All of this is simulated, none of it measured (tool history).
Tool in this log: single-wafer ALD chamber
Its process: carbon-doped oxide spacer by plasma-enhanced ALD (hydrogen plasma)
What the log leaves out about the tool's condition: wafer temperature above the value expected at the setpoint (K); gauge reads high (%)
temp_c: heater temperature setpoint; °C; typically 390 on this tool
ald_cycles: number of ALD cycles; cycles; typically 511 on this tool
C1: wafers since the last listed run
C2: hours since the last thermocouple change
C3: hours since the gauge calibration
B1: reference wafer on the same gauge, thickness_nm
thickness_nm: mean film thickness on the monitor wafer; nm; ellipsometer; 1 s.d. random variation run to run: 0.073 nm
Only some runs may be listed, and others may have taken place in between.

{"run": 1, "hour": 0.0, "temp_c": 396, "ald_cycles": 511, "C1": 0, "C2": 2639.5, "C3": 189.4, "B1": 27.183, "thickness_nm": 29.204}
{"run": 2, "hour": 17.4, "temp_c": 396, "ald_cycles": 511, "C1": 8, "C2": 2656.9, "C3": 206.8, "B1": 27.218, "thickness_nm": 29.232}
{"run": 3, "hour": 46.3, "temp_c": 395, "ald_cycles": 511, "C1": 13, "C2": 2685.8, "C3": 235.7, "B1": 27.26, "thickness_nm": 29.244}
{"run": 4, "hour": 66.3, "temp_c": 395, "ald_cycles": 511, "C1": 9, "C2": 2705.8, "C3": 255.7, "B1": 27.263, "thickness_nm": 29.196}
{"run": 5, "hour": 84.7, "temp_c": 395, "ald_cycles": 511, "C1": 8, "C2": 2724.2, "C3": 274.1, "B1": 27.263, "thickness_nm": 29.168}
{"run": 6, "hour": 119.0, "temp_c": 390, "ald_cycles": 511, "C1": 16, "C2": 2758.5, "C3": 308.4, "B1": 27.32, "thickness_nm": 29.353}
{"run": 7, "hour": 131.3, "temp_c": 390, "ald_cycles": 511, "C1": 5, "C2": 2770.8, "C3": 320.7, "B1": 27.396, "thickness_nm": 29.373}
{"run": 8, "hour": 154.5, "temp_c": 390, "ald_cycles": 511, "C1": 10, "C2": 2794, "C3": 343.9, "B1": 27.431, "thickness_nm": 29.344}
{"run": 9, "hour": 190.3, "temp_c": 390, "ald_cycles": 511, "C1": 16, "C2": 2829.8, "C3": 379.7, "B1": 27.468, "thickness_nm": 29.456}
{"run": 10, "hour": 206.6, "temp_c": 400, "ald_cycles": 511, "C1": 7, "C2": 2846.1, "C3": 396, "B1": 27.514, "thickness_nm": 29.425}
{"run": 11, "hour": 226.9, "temp_c": 390, "ald_cycles": 511, "C1": 9, "C2": 2866.4, "C3": 416.3, "B1": 27.525, "thickness_nm": 29.562}
{"run": 12, "hour": 256.1, "temp_c": 400, "ald_cycles": 511, "C1": 13, "C2": 2895.6, "C3": 445.5, "B1": 27.603, "thickness_nm": 29.517}
{"hour": 270.5, "done": "thermocouple changed; heater temperature recalibrated"}
{"run": 13, "hour": 276.3, "temp_c": 380, "ald_cycles": 475, "C1": 5, "C2": 5.8, "C3": 465.7, "B1": 27.623, "thickness_nm": 27.537}
{"hour": 287.6, "done": "gauge calibrated"}
{"run": 14, "hour": 295.7, "temp_c": 390, "ald_cycles": 578, "C1": 9, "C2": 25.2, "C3": 8.1, "B1": 27.249, "thickness_nm": 33}
{"run": 15, "hour": 329.5, "temp_c": 381, "ald_cycles": 556, "C1": 15, "C2": 59, "C3": 41.9, "B1": 27.239, "thickness_nm": 31.646}
{"run": 16, "hour": 364.7, "temp_c": 375, "ald_cycles": 511, "C1": 16, "C2": 94.2, "C3": 77.1, "B1": 27.293, "thickness_nm": 29.265}
{"run": 17, "hour": 396.2, "temp_c": 390, "ald_cycles": 586, "C1": 14, "C2": 125.7, "C3": 108.6, "B1": 27.255, "thickness_nm": 33.571}

State the hidden condition of the tool at each of the runs:
wafer temperature above the value expected at the setpoint (K): 0 in every run
H1: gauge reads high (%)
run=1 H1=-0.0193
run=2 H1=0.0439
run=3 H1=0.161
run=4 H1=0.251
run=5 H1=0.341
run=6 H1=0.524
run=7 H1=0.595
run=8 H1=0.736
run=9 H1=0.974
run=10 H1=1.09
run=11 H1=1.24
run=12 H1=1.47
run=13 H1=1.64
run=14 H1=0.129
run=15 H1=0.145
run=16 H1=0.183
run=17 H1=0.237
